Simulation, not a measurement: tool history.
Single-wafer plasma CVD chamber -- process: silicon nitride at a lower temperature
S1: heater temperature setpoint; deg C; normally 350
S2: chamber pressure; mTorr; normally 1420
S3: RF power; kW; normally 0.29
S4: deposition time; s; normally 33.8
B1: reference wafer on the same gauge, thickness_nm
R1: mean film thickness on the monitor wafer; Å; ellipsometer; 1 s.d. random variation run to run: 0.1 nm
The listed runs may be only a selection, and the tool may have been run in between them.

run     day   S1    S2     S3    S4      B1      R1
  1       0  350  1420   0.29  33.8  39.583  332.03
  2   0.508  350  1420   0.29  33.8  39.625  332.28
  3   0.888  350  1420   0.29  33.8  39.566   331.8
  4   1.742  350  1420   0.29  33.8  39.573  333.59
  5   2.192  350  1420   0.29  33.8  39.608  332.03
  6   2.617  350  1420   0.29  33.8  39.665  333.48
  7   2.921  350  1420   0.29  33.8  39.576  332.82
  8   3.412  344  1420  0.335    36  39.582  387.56
  9   4.075  362  1660   0.29  33.8  39.648  347.55
 10   4.762  336  1110  0.325  33.8  39.594  327.65
 11   5.429  350  1420  0.265  33.8  39.565   315.1
 12     5.9  350  1510   0.29  33.8  39.571  341.24
 13   6.254  350  1420  0.325  33.8  39.603  354.17
 14   6.942  350  1420   0.29  33.8  39.618  331.52
 15   7.425  350  1420   0.29  33.8  39.633  332.08
 16   8.112  355  1210   0.29  28.4  39.589  265.04
 17   8.817  344  1420   0.25  36.9  39.633  335.53
 18   9.133  350  1420   0.29  39.5  39.612   387.3
 19   9.762  350  1420   0.29  33.8  39.609  331.02
 20  10.304  350  1420   0.29  33.8  39.599  331.92
 21   10.65  360  1280  0.315  38.8  39.576   384.8
 22  10.975  350  1420  0.305  33.8  39.573  341.72
 23  11.229  361  1420   0.32  33.8  39.608  350.34
 24  11.825  358  1420   0.31  30.6  39.562  311.42
 25  12.233  336  1110  0.325  33.8  39.648  326.86
 26  12.875  350  1420   0.29  33.8  39.579  334.05
 27  13.475  350  1420   0.29  33.8  39.582  333.21
 28  13.854  350  1750   0.29  39.3  39.612  413.51
 29  14.129  350  1750   0.25  33.8  39.628  324.82

Removed from this log: 5 entries logged between the listed runs. Between which two listed runs does each belong, and how does the tool's hidden state at the listed run before it compare with that at the listed run after it?
After run 3, before run 4: RF generator calibrated (day 1.721)
  no hidden state differs between the two runs
After run 4, before run 5: showerhead replaced (day 2.171)
  no hidden state differs between the two runs
After run 10, before run 11: capacitance manometer re-zeroed and calibrated (day 5.254)
  no hidden state differs between the two runs
After run 13, before run 14: thermocouple changed; heater temperature recalibrated (day 6.683)
  no hidden state differs between the two runs
After run 16, before run 17: gauge calibrated (day 8.312)
  no hidden state differs between the two runs
